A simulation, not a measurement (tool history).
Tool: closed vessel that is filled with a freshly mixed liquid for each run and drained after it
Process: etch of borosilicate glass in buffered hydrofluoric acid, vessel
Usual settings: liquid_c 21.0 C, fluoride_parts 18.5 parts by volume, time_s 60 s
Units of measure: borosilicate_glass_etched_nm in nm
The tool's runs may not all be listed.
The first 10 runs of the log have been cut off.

run	hour	liquid_c	fluoride_parts	time_s	read-back film thickness of the borosilicate glass reference wafer, read on the same gauge (nm)	borosilicate_glass_etched_nm
11	475.4	21.0	18.5	60	120.01	44.84
12	507.9	21.0	18.5	60	120.00	44.27
13	552.7	23.5	22.5	30	120.02	21.37
14	597.6	24.0	12.5	95	120.01	123.59
15	637.7	24.5	15.5	60	119.98	65.69
16	707.7	19.5	23.5	40	119.99	21.87
# hour 709.6: hydrofluoric acid flow meter replaced, repeated, since the last time left the tool worse
17	759.3	22.5	18.5	60	120.01	43.02
18	957.8	25.0	18.5	60	120.00	49.69
19	991.8	18.0	14.5	80	120.00	57.41

Run 20 is up next; what results do you expect?
20	1052.1	17.0	23.0	30	?	?

read-back film thickness of the borosilicate glass reference wafer, read on the same gauge (nm): 120.01
borosilicate_glass_etched_nm: 13.41 nm
Without the tool's hidden state the same run would have given borosilicate_glass_etched_nm 13.22 nm.

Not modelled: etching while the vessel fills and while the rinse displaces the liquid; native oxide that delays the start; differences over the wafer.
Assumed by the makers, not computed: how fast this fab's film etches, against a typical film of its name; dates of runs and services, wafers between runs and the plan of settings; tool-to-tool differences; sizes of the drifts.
